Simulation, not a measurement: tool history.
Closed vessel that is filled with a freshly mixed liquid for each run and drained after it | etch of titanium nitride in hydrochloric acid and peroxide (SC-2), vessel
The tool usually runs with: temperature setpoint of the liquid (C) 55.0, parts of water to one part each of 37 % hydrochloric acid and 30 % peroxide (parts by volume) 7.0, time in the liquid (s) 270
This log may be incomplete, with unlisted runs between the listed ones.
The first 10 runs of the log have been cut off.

run    hour  temperature setpoint of the liquid (C)  parts of water to one part each of 37 % hydrochloric acid and 30 % peroxide (parts by volume)  time in the liquid (s)  wafers since the last listed run  hours since the thermometer was replaced  hours since the chemicals flow meter was replaced  hours since the drum of peroxide was connected  hours since the gauge calibration  read-back film thickness of the titanium nitride reference wafer, read on the same gauge (nm)  thickness taken off the titanium nitride on a monitor wafer (nm)
      590.0  -- thermometer replaced
 11   607.8                                    65.0                                                                                           10.5                     175                              4663                                      17.8                                              252.8                                           942.5                              499.0                                                                                          50.01                                                              6.15
 12   668.1                                    55.0                                                                                            7.0                     160                              5957                                      78.1                                              313.1                                          1002.8                              559.3                                                                                          50.00                                                              4.11
 13   695.4                                    55.0                                                                                            7.0                     270                              2697                                     105.4                                              340.4                                          1030.1                              586.6                                                                                          50.02                                                              6.92
 14   741.5                                    55.0                                                                                            5.0                     405                              4554                                     151.5                                              386.5                                          1076.2                              632.7                                                                                          49.96                                                             13.47
 15   778.3                                    50.0                                                                                            9.5                     270                              3635                                     188.3                                              423.3                                          1113.0                              669.5                                                                                          49.99                                                              3.91
 16   813.3                                    55.0                                                                                            9.0                     270                              3458                                     223.3                                              458.3                                          1148.0                              704.5                                                                                          49.98                                                              5.70
 17   870.1                                    55.0                                                                                            7.0                     270                              5611                                     280.1                                              515.1                                          1204.8                              761.3                                                                                          50.01                                                              6.88
      897.8  -- chemicals flow meter replaced
 18   899.0                                    49.5                                                                                           10.0                     160                              2756                                     309.0                                                1.2                                          1233.7                              790.2                                                                                          50.01                                                              2.14
      934.0  -- new drum of peroxide connected
 19   935.2                                    55.0                                                                                            7.0                     270                              3477                                     345.2                                               37.4                                             1.2                              826.4                                                                                          49.99                                                              7.57
 20   994.6                                    60.5                                                                                            4.5                     180                              5868                                     404.6                                               96.8                                            60.6                              885.8                                                                                          49.99                                                              9.70
 21  1029.3                                    55.0                                                                                            7.0                     270                              3428                                     439.3                                              131.5                                            95.3                              920.5                                                                                          50.03                                                              7.34
 22  1085.8                                    55.0                                                                                            7.0                     270                              5582                                     495.8                                              188.0                                           151.8                              977.0                                                                                          50.00                                                              7.30
 23  1149.4                                    47.5                                                                                            9.5                     355                              6283                                     559.4                                              251.6                                           215.4                             1040.6                                                                                          50.01                                                              4.59
 24  1207.2                                    47.5                                                                                            9.0                     340                              5710                                     617.2                                              309.4                                           273.2                             1098.4                                                                                          49.95                                                              4.58
 25  1262.5                                    45.0                                                                                            6.0                     205                              5463                                     672.5                                              364.7                                           328.5                             1153.7                                                                                          50.00                                                              3.21
 26  1293.4                                    55.0                                                                                            7.0                     355                              3052                                     703.4                                              395.6                                           359.4                             1184.6                                                                                          50.05                                                              9.53
 27  1416.7                                    55.0                                                                                            5.5                     360                             12182                                     826.7                                              518.9                                           482.7                             1307.9                                                                                          50.02                                                             11.62
 28  1453.1                                    48.5                                                                                            7.0                     310                              3596                                     863.1                                              555.3                                           519.1                             1344.3                                                                                          50.00                                                              5.34
     1494.1  -- chemicals flow meter replaced
 29  1523.2                                    55.0                                                                                            7.0                     270                              6827                                     933.2                                               29.1                                           589.2                             1414.4                                                                                          50.00                                                              7.25
 30  1565.0                                    49.0                                                                                            5.5                     270                              4129                                     975.0                                               70.9                                           631.0                             1456.2                                                                                          49.98                                                              5.90

3 options for the next run, each taken on its own from the tool as it stands now. Forecast them:
  A  1565.7                                    55.0                                                                                            7.0                     230                                69                                     975.7                                               71.6                                           631.7                             1456.9                                                                                              ?                                                                 ?
  B  1565.7                                    61.0                                                                                            7.0                     270                                69                                     975.7                                               71.6                                           631.7                             1456.9                                                                                              ?                                                                 ?
  C  1565.7                                    63.5                                                                                            7.0                     270                                69                                     975.7                                               71.6                                           631.7                             1456.9                                                                                              ?                                                                 ?

run  read-back film thickness of the titanium nitride reference wafer, read on the same gauge (nm)  thickness taken off the titanium nitride on a monitor wafer (nm)
  A                                                                                          50.01                                                              6.15
  B                                                                                          50.01                                                             10.57
  C                                                                                          50.01                                                             12.34
With the hidden condition removed and each run's random variation left untouched, the same runs would have given:
run  thickness taken off the titanium nitride on a monitor wafer (nm)
  A                                                              6.45
  B                                                             11.08
  C                                                             12.93

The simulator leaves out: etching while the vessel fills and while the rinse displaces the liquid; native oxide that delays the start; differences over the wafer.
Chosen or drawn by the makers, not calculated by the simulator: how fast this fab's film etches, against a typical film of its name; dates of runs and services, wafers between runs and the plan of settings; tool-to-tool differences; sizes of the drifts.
